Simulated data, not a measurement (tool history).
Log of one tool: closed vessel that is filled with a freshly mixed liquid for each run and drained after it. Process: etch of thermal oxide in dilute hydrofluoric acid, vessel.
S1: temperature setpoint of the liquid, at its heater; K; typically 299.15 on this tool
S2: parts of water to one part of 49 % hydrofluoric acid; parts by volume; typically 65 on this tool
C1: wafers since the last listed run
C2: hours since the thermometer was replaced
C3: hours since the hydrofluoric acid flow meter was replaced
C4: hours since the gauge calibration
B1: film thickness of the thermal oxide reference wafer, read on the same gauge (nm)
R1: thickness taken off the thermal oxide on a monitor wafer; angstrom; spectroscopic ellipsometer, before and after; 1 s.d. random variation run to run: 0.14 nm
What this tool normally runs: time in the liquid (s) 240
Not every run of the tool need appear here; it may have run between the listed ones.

Run 1, hour 0: usual settings; C1 0; C2 2282.5; C3 1715.6; C4 364.3; B1 29.98. Result: R1 223.3 angstrom.
Run 2, hour 12.7: usual settings; C1 1016; C2 2295.2; C3 1728.3; C4 377; B1 29.97. Result: R1 223.2 angstrom.
Run 3, hour 26.1: usual settings; C1 1072; C2 2308.6; C3 1741.7; C4 390.4; B1 29.99. Result: R1 221.8 angstrom.
Run 4, hour 38.6: usual settings but S1 301.65 K; C1 1000; C2 2321.1; C3 1754.2; C4 402.9; B1 29.98. Result: R1 249.9 angstrom.
Run 5, hour 51.4: usual settings but S1 301.65 K; C1 1024; C2 2333.9; C3 1767; C4 415.7; B1 30. Result: R1 251.2 angstrom.
Run 6, hour 66.7: usual settings but S1 301.65 K; C1 1224; C2 2349.2; C3 1782.3; C4 431; B1 29.98. Result: R1 246.9 angstrom.
Run 7, hour 80.8: usual settings but S2 60 parts by volume; C1 1128; C2 2363.3; C3 1796.4; C4 445.1; B1 29.97. Result: R1 245.6 angstrom.
Run 8, hour 88.6: usual settings but S2 60 parts by volume; C1 624; C2 2371.1; C3 1804.2; C4 452.9; B1 30.01. Result: R1 247.6 angstrom.
At hour 101.5: gauge calibrated.
Run 9, hour 104.3: usual settings but S2 60 parts by volume; C1 1256; C2 2386.8; C3 1819.9; C4 2.8; B1 29.96. Result: R1 244.5 angstrom.
Run 10, hour 111.4: usual settings but S1 303.15 K, time in the liquid (s) 355; C1 568; C2 2393.9; C3 1827; C4 9.9; B1 30.01. Result: R1 387.5 angstrom.
Run 11, hour 117.8: usual settings but S1 297.65 K; C1 512; C2 2400.3; C3 1833.4; C4 16.3; B1 29.97. Result: R1 212 angstrom.
Run 12, hour 132: usual settings but S2 45 parts by volume, time in the liquid (s) 315; C1 1136; C2 2414.5; C3 1847.6; C4 30.5; B1 30. Result: R1 438.1 angstrom.
Run 13, hour 142.8: usual settings but S1 296.15 K, S2 55 parts by volume, time in the liquid (s) 150; C1 864; C2 2425.3; C3 1858.4; C4 41.3; B1 29.99. Result: R1 151.7 angstrom.
Run 14, hour 160.2: usual settings but S2 50 parts by volume, time in the liquid (s) 310; C1 1392; C2 2442.7; C3 1875.8; C4 58.7; B1 30.03. Result: R1 385 angstrom.
Run 15, hour 201.9: usual settings but S1 295.65 K, S2 75 parts by volume, time in the liquid (s) 295; C1 3338; C2 2484.4; C3 1917.5; C4 100.4; B1 29.99. Result: R1 205.7 angstrom.
Run 16, hour 217.4: usual settings; C1 1240; C2 2499.9; C3 1933; C4 115.9; B1 30. Result: R1 226.7 angstrom.
Run 17, hour 226.5: usual settings but S2 45 parts by volume; C1 728; C2 2509; C3 1942.1; C4 125; B1 29.96. Result: R1 334.6 angstrom.
Run 18, hour 237.7: usual settings but S1 302.65 K; C1 896; C2 2520.2; C3 1953.3; C4 136.2; B1 29.99. Result: R1 258.7 angstrom.
Run 19, hour 250.1: usual settings; C1 992; C2 2532.6; C3 1965.7; C4 148.6; B1 29.99. Result: R1 228.3 angstrom.
Run 20, hour 259.1: usual settings but S2 80 parts by volume; C1 720; C2 2541.6; C3 1974.7; C4 157.6; B1 29.97. Result: R1 178.2 angstrom.
Run 21, hour 278.6: usual settings but S2 40 parts by volume; C1 1561; C2 2561.1; C3 1994.2; C4 177.1; B1 30.01. Result: R1 382.7 angstrom.
At hour 283.9: thermometer replaced.
Run 22, hour 295.5: usual settings but S1 294.65 K, S2 75 parts by volume, time in the liquid (s) 195; C1 1272; C2 11.6; C3 2011.1; C4 194; B1 30. Result: R1 133 angstrom.
At hour 324.9: hydrofluoric acid flow meter replaced.
Run 23, hour 330.9: usual settings; C1 2753; C2 47; C3 6; C4 229.4; B1 30.01. Result: R1 207.7 angstrom.
Run 24, hour 347.9: usual settings but S1 295.15 K, time in the liquid (s) 305; C1 1360; C2 64; C3 23; C4 246.4; B1 29.98. Result: R1 222.4 angstrom.
Run 25, hour 361: usual settings but S2 85 parts by volume; C1 1048; C2 77.1; C3 36.1; C4 259.5; B1 29.95. Result: R1 155.2 angstrom.
Run 26, hour 368.1: usual settings but S1 295.15 K, S2 85 parts by volume, time in the liquid (s) 280; C1 568; C2 84.2; C3 43.2; C4 266.6; B1 30.01. Result: R1 152.2 angstrom.
Run 27, hour 380.5: usual settings but time in the liquid (s) 375; C1 992; C2 96.6; C3 55.6; C4 279; B1 30.02. Result: R1 323.3 angstrom.
Run 28, hour 393.8: usual settings; C1 1064; C2 109.9; C3 68.9; C4 292.3; B1 30.02. Result: R1 208.2 angstrom.
Run 29, hour 407.9: usual settings but time in the liquid (s) 365; C1 1128; C2 124; C3 83; C4 306.4; B1 30.01. Result: R1 318 angstrom.
Run 30, hour 453.9: usual settings but S1 303.15 K, time in the liquid (s) 375; C1 3682; C2 170; C3 129; C4 352.4; B1 30.01. Result: R1 382 angstrom.
Run 31, hour 464.5: usual settings but S2 90 parts by volume, time in the liquid (s) 340; C1 848; C2 180.6; C3 139.6; C4 363; B1 30.01. Result: R1 207.1 angstrom.
Run 32, hour 472.7: usual settings but time in the liquid (s) 180; C1 656; C2 188.8; C3 147.8; C4 371.2; B1 29.94. Result: R1 156.3 angstrom.
Run 33, hour 482: usual settings but S1 302.15 K, S2 55 parts by volume; C1 744; C2 198.1; C3 157.1; C4 380.5; B1 29.96. Result: R1 282.3 angstrom.
Run 34, hour 497: usual settings but S1 297.65 K, time in the liquid (s) 100; C1 1200; C2 213.1; C3 172.1; C4 395.5; B1 29.97. Result: R1 81.4 angstrom.

Each run again, without the hidden state but with its own random variation kept:
Hidden state present: liquid colder than its thermometer reads (K); hydrofluoric acid flow above the setpoint (%); gauge reads high (%).
run     R1
  1  202.1
  2  201.9
  3  200.5
  4  225.6
  5  226.7
  6  222.6
  7  221.6
  8  223.3
  9  220.3
 10  348.5
 11  190.8
 12  394.9
 13  136.6
 14  346.4
 15  184.2
 16    203
 17  300.3
 18  231.2
 19  204.1
 20    159
 21  342.8
 22  118.6
 23  203.4
 24  217.6
 25  151.6
 26  148.7
 27  315.8
 28  203.2
 29  310.1
 30  371.6
 31  201.2
 32  151.9
 33  274.3
 34     79
